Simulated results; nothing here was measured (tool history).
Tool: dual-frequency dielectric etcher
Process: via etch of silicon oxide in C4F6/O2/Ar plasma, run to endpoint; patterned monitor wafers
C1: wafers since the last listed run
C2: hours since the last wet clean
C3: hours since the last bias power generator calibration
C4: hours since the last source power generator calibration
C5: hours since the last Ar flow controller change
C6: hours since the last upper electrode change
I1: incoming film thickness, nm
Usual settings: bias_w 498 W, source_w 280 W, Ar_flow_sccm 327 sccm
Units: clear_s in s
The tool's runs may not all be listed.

run 1 hour=0 | bias_w=498 source_w=280 Ar_flow_sccm=327 | C1=0 C2=330.7 C3=3663.1 C4=4670.7 C5=4020.3 C6=1926.5 | I1=155.7 | clear_s=37
run 2 hour=30.3 | bias_w=498 source_w=280 Ar_flow_sccm=327 | C1=474 C2=361 C3=3693.4 C4=4701 C5=4050.6 C6=1956.8 | I1=155.6 | clear_s=36.8
run 3 hour=55.3 | bias_w=498 source_w=280 Ar_flow_sccm=327 | C1=391 C2=386 C3=3718.4 C4=4726 C5=4075.6 C6=1981.8 | I1=155.9 | clear_s=36.5
run 4 hour=91.5 | bias_w=498 source_w=280 Ar_flow_sccm=327 | C1=566 C2=422.2 C3=3754.6 C4=4762.2 C5=4111.8 C6=2018 | I1=155.5 | clear_s=36.9
run 5 hour=129.7 | bias_w=498 source_w=280 Ar_flow_sccm=327 | C1=597 C2=460.4 C3=3792.8 C4=4800.4 C5=4150 C6=2056.2 | I1=154.3 | clear_s=36.3
run 6 hour=164.5 | bias_w=498 source_w=280 Ar_flow_sccm=327 | C1=544 C2=495.2 C3=3827.6 C4=4835.2 C5=4184.8 C6=2091 | I1=157.5 | clear_s=36.9
run 7 hour=190 | bias_w=498 source_w=280 Ar_flow_sccm=327 | C1=398 C2=520.7 C3=3853.1 C4=4860.7 C5=4210.3 C6=2116.5 | I1=158.1 | clear_s=36.9
run 8 hour=219.6 | bias_w=498 source_w=280 Ar_flow_sccm=327 | C1=463 C2=550.3 C3=3882.7 C4=4890.3 C5=4239.9 C6=2146.1 | I1=156.2 | clear_s=36.9
-- hour=259.6 wet clean of the chamber
run 9 hour=269.2 | bias_w=498 source_w=280 Ar_flow_sccm=327 | C1=400 C2=9.6 C3=3932.3 C4=4939.9 C5=4289.5 C6=2195.7 | I1=154.9 | clear_s=37.4
-- hour=322.6 upper electrode replaced
run 10 hour=327.5 | bias_w=498 source_w=280 Ar_flow_sccm=327 | C1=536 C2=67.9 C3=3990.6 C4=4998.2 C5=4347.8 C6=4.9 | I1=155.5 | clear_s=37.7
-- hour=356.2 source power generator calibrated
run 11 hour=399.2 | bias_w=417 source_w=260 Ar_flow_sccm=292 | C1=1059 C2=139.6 C3=4062.3 C4=43 C5=4419.5 C6=76.6 | I1=155.3 | clear_s=39.6
run 12 hour=462.4 | bias_w=423 source_w=280 Ar_flow_sccm=327 | C1=988 C2=202.8 C3=4125.5 C4=106.2 C5=4482.7 C6=139.8 | I1=156.3 | clear_s=38.7
-- hour=486.3 bias power generator calibrated
run 13 hour=526.9 | bias_w=498 source_w=280 Ar_flow_sccm=327 | C1=946 C2=267.3 C3=40.6 C4=170.7 C5=4547.2 C6=204.3 | I1=155.1 | clear_s=36.7
-- hour=534 Ar flow controller replaced
run 14 hour=551.3 | bias_w=388 source_w=280 Ar_flow_sccm=364 | C1=287 C2=291.7 C3=65 C4=195.1 C5=17.3 C6=228.7 | I1=155.8 | clear_s=39.2
run 15 hour=607.8 | bias_w=498 source_w=280 Ar_flow_sccm=287 | C1=883 C2=348.2 C3=121.5 C4=251.6 C5=73.8 C6=285.2 | I1=155.6 | clear_s=36.2
run 16 hour=654.6 | bias_w=498 source_w=280 Ar_flow_sccm=327 | C1=732 C2=395 C3=168.3 C4=298.4 C5=120.6 C6=332 | I1=156 | clear_s=36.6
run 17 hour=710.6 | bias_w=498 source_w=220 Ar_flow_sccm=327 | C1=876 C2=451 C3=224.3 C4=354.4 C5=176.6 C6=388 | I1=156 | clear_s=40.7
run 18 hour=778.7 | bias_w=498 source_w=340 Ar_flow_sccm=357 | C1=1065 C2=519.1 C3=292.4 C4=422.5 C5=244.7 C6=456.1 | I1=155.2 | clear_s=34.2
-- hour=825.3 wet clean of the chamber
run 19 hour=825.8 | bias_w=603 source_w=320 Ar_flow_sccm=247 | C1=361 C2=0.5 C3=339.5 C4=469.6 C5=291.8 C6=503.2 | I1=157.5 | clear_s=33.7

Some steps in clear_s between neighbouring runs. How much of each would the tool show without its hidden state too (settings, what came in, random variation), and how much is left for the hidden state, with any gauge scatter that isn't in both results?
The hidden state here: etch rate over this chamber's usual, %; bias power that arrives over what is set, %; source power that arrives over what is set, %; Ar flow that arrives over what is set, %.
Run 8 -> 9: wet clean of the chamber. clear_s +0.5 s: hidden state +1.3, all else -0.8.
Run 17 -> 18: source_w 220 -> 340, Ar_flow_sccm 327 -> 357. clear_s -6.5 s: hidden state +0.1, all else -6.6.

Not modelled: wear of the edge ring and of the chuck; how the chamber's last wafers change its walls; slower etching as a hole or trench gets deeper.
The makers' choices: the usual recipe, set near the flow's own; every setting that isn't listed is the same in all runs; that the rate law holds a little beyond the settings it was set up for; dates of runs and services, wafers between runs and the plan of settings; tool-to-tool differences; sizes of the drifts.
